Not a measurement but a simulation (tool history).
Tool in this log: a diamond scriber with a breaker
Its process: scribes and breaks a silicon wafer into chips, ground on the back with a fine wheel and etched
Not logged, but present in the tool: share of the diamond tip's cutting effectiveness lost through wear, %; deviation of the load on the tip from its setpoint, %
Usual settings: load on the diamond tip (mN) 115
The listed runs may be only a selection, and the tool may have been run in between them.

run,hour,load on the diamond tip (mN),wafers since the last listed run,hours since the diamond tip was replaced,hours since the load on the tip was calibrated,"incoming depth of the damage left on the back of the incoming wafer, um",depth of the median crack under the scribed line (nm),chips rejected at inspection after the break (%)
1,0.0,91,0,349.0,1352.5,0.59,12220,8.66
2,17.2,115,24,366.2,1369.7,0.47,15640,1.96
3,32.5,115,21,381.5,1385.0,0.51,15400,1.78
4,46.8,115,19,395.8,1399.3,0.69,15410,1.93
5,58.7,96,16,407.7,1411.2,0.33,13130,5.58
6,70.6,96,16,419.6,1423.1,0.68,12830,6.90
7,85.1,96,20,434.1,1437.6,0.54,12850,6.33
8,100.0,115,20,449.0,1452.5,0.76,15460,1.89
# hour 104.1: load on the tip recalibrated
9,109.0,87,9,458.0,4.9,0.37,11600,11.70
# hour 125.1: diamond tip replaced by a new one
10,125.6,102,20,0.5,21.5,0.72,13670,3.67
11,138.6,142,18,13.5,34.5,0.63,18590,6.11
12,152.0,115,18,26.9,47.9,0.71,15450,1.78
13,162.2,115,14,37.1,58.1,0.76,15600,1.89

The next listed run, before its measurement:
14,179.1,136,23,54.0,75.0,0.56,?,?

Run 14 came out at depth of the median crack under the scribed line (nm) 17890, chips rejected at inspection after the break (%) 5.09.
Without the tool's hidden state the same run would have given depth of the median crack under the scribed line (nm) 17890, chips rejected at inspection after the break (%) 5.09.
